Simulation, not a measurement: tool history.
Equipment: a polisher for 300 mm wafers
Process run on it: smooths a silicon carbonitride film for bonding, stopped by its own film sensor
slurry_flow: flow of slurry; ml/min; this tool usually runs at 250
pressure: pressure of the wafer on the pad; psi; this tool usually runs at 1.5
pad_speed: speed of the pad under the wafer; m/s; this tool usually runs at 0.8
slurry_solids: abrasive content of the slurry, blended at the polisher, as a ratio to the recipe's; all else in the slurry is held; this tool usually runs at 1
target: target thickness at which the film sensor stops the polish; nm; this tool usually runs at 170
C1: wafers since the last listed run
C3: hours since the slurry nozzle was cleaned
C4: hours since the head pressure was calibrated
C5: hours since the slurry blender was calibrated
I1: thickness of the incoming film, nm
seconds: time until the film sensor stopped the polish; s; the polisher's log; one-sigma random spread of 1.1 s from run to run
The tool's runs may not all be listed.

Run 1, day 0: usual settings; C1 0; wafers polished on this pad 389; C3 434.9; C4 876.7; C5 67.4; I1 179.6. Result: seconds 71.4 s.
Run 2, day 0.558: usual settings but slurry_flow 185 ml/min, slurry_solids 0.85; C1 68; wafers polished on this pad 458; C3 448.3; C4 890.1; C5 80.8; I1 183.5. Result: seconds 110.3 s.
Run 3, day 1.312: usual settings but slurry_flow 185 ml/min, slurry_solids 0.85; C1 92; wafers polished on this pad 551; C3 466.4; C4 908.2; C5 98.9; I1 180. Result: seconds 83 s.
Run 4, day 1.842: usual settings but slurry_flow 185 ml/min, slurry_solids 0.85; C1 65; wafers polished on this pad 616; C3 479.1; C4 920.9; C5 111.6; I1 179.2. Result: seconds 76.3 s.
Run 5, day 3.1: usual settings but slurry_flow 225 ml/min; C1 155; wafers polished on this pad 771; C3 509.3; C4 951.1; C5 141.8; I1 179.9. Result: seconds 78.3 s.
Run 6, day 4.404: usual settings; C1 160; wafers polished on this pad 932; C3 540.6; C4 982.4; C5 173.1; I1 178.9. Result: seconds 69.5 s.
At day 5.35: worn pad replaced by a new one.
Run 7, day 5.371: usual settings; C1 98; wafers polished on this pad 2; C3 563.8; C4 1005.6; C5 196.3; I1 180.7. Result: seconds 77 s.
Run 8, day 6.583: usual settings; C1 149; wafers polished on this pad 151; C3 592.9; C4 1034.7; C5 225.4; I1 180. Result: seconds 71.9 s.
Run 9, day 8.067: usual settings but slurry_solids 1.15; C1 182; wafers polished on this pad 334; C3 628.5; C4 1070.3; C5 261; I1 179. Result: seconds 64.2 s.
At day 8.2: slurry blender recalibrated.
At day 8.446: head pressure recalibrated.
At day 8.904: slurry nozzle cleaned.
Run 10, day 11.262: usual settings but slurry_solids 1.15; C1 368; wafers polished on this pad 702; C3 56.6; C4 67.6; C5 73.5; I1 180.5. Result: seconds 68.5 s.
Run 11, day 11.829: usual settings but slurry_solids 0.75; C1 69; wafers polished on this pad 772; C3 70.2; C4 81.2; C5 87.1; I1 180.5. Result: seconds 86.7 s.
Run 12, day 12.812: usual settings but slurry_solids 0.75; C1 121; wafers polished on this pad 893; C3 93.8; C4 104.8; C5 110.7; I1 177.7. Result: seconds 63.4 s.
At day 14.062: worn pad replaced by a new one.
Run 13, day 16.596: usual settings but pad_speed 0.56 m/s, slurry_solids 0.8; C1 445; wafers polished on this pad 312; C3 184.6; C4 195.6; C5 201.5; I1 180.5. Result: seconds 105.9 s.
At day 17.417: slurry blender recalibrated.
Run 14, day 18.004: usual settings but slurry_flow 335 ml/min, pad_speed 0.62 m/s, slurry_solids 1.15; C1 163; wafers polished on this pad 475; C3 218.4; C4 229.4; C5 14.1; I1 181.8. Result: seconds 90.1 s.
Run 15, day 19.2: usual settings but pressure 1.1 psi, pad_speed 0.58 m/s, target 169 nm; C1 147; wafers polished on this pad 622; C3 247.1; C4 258.1; C5 42.8; I1 180.9. Result: seconds 138.1 s.
Run 16, day 20.579: usual settings but slurry_solids 0.75, target 172 nm; C1 169; wafers polished on this pad 792; C3 280.2; C4 291.2; C5 75.9; I1 179.6. Result: seconds 63.5 s.
Run 17, day 21.092: usual settings; C1 63; wafers polished on this pad 855; C3 292.5; C4 303.5; C5 88.2; I1 179.4. Result: seconds 68.1 s.
Run 18, day 22.108: usual settings but slurry_flow 325 ml/min, pad_speed 1.02 m/s; C1 125; wafers polished on this pad 980; C3 316.9; C4 327.9; C5 112.6; I1 178.5. Result: seconds 53.3 s.
At day 22.812: worn pad replaced by a new one.
Run 19, day 23.217: usual settings but pressure 1.9 psi, pad_speed 0.7 m/s; C1 116; wafers polished on this pad 49; C3 343.5; C4 354.5; C5 139.2; I1 181.3. Result: seconds 72.3 s.
Run 20, day 24.658: usual settings but pressure 1.9 psi, pad_speed 0.88 m/s, target 167 nm; C1 177; wafers polished on this pad 227; C3 378.1; C4 389.1; C5 173.8; I1 180.8. Result: seconds 73.8 s.
At day 26.092: slurry blender recalibrated.
Run 21, day 26.112: usual settings but slurry_flow 190 ml/min, pad_speed 1.08 m/s, slurry_solids 0.7, target 166 nm; C1 168; wafers polished on this pad 396; C3 413; C4 424; C5 0.5; I1 179.5. Result: seconds 90.3 s.
Run 22, day 27.038: usual settings but pad_speed 0.7 m/s, target 168 nm; C1 113; wafers polished on this pad 510; C3 435.2; C4 446.2; C5 22.7; I1 178.5. Result: seconds 84.2 s.
Run 23, day 27.8: usual settings but pressure 1.2 psi, target 167 nm; C1 93; wafers polished on this pad 603; C3 453.5; C4 464.5; C5 41; I1 181.5. Result: seconds 123.2 s.
Run 24, day 28.942: usual settings but pressure 1 psi, pad_speed 1 m/s, slurry_solids 1.25, target 167 nm; C1 140; wafers polished on this pad 744; C3 480.9; C4 491.9; C5 68.4; I1 178.6. Result: seconds 85.5 s.
Run 25, day 29.854: usual settings but slurry_flow 310 ml/min, pressure 1.7 psi; C1 112; wafers polished on this pad 856; C3 502.8; C4 513.8; C5 90.3; I1 180.1. Result: seconds 68.9 s.
Run 26, day 31.033: usual settings but slurry_flow 170 ml/min, target 168 nm; C1 145; wafers polished on this pad 1002; C3 531.1; C4 542.1; C5 118.6; I1 182.2. Result: seconds 117.5 s.
Run 27, day 31.692: usual settings but slurry_solids 1.1; C1 81; wafers polished on this pad 1083; C3 546.9; C4 557.9; C5 134.4; I1 180. Result: seconds 73.4 s.
Run 28, day 32.35: usual settings; C1 81; wafers polished on this pad 1164; C3 562.7; C4 573.7; C5 150.2; I1 180.8. Result: seconds 83.3 s.
At day 32.792: worn pad replaced by a new one.
Run 29, day 33.25: usual settings; C1 90; wafers polished on this pad 56; C3 584.3; C4 595.3; C5 171.8; I1 180.1. Result: seconds 70 s.
Run 30, day 34.033: usual settings but pressure 1 psi, target 167 nm; C1 96; wafers polished on this pad 152; C3 603.1; C4 614.1; C5 190.6; I1 181.3. Result: seconds 128 s.
Run 31, day 34.788: usual settings but slurry_flow 210 ml/min, target 173 nm; C1 92; wafers polished on this pad 245; C3 621.2; C4 632.2; C5 208.7; I1 177.3. Result: seconds 30.7 s.

Pick out some run-to-run changes in seconds. Of each, how much would a tool without hidden state show as well, from the settings, what came in and chance, and how much is left for the hidden state and any gauge scatter not in both results compared?
The hidden state here: removal rate lost through wear of the pad, %; slurry flow missing at the pad, %; deviation of the head's pressure from its setpoint, %; abrasive missing from the slurry, %.
Run 15 -> 16: pressure 1.1 -> 1.5, pad_speed 0.58 -> 0.8, slurry_solids 1 -> 0.75, target 169 -> 172. seconds -74.6 s: hidden state -5.7, all else -68.9.
Run 25 -> 26: slurry_flow 310 -> 170, pressure 1.7 -> 1.5, target 170 -> 168. seconds +48.6 s: hidden state +8.8, all else +39.8.
Run 28 -> 29: worn pad replaced by a new one. seconds -13.3 s: hidden state -10, all else -3.3.
Run 29 -> 30: pressure 1.5 -> 1, target 170 -> 167. seconds +58 s: hidden state +5.1, all else +52.9.
Run 30 -> 31: slurry_flow 250 -> 210, pressure 1 -> 1.5, target 167 -> 173. seconds -97.3 s: hidden state -6.9, all else -90.4.
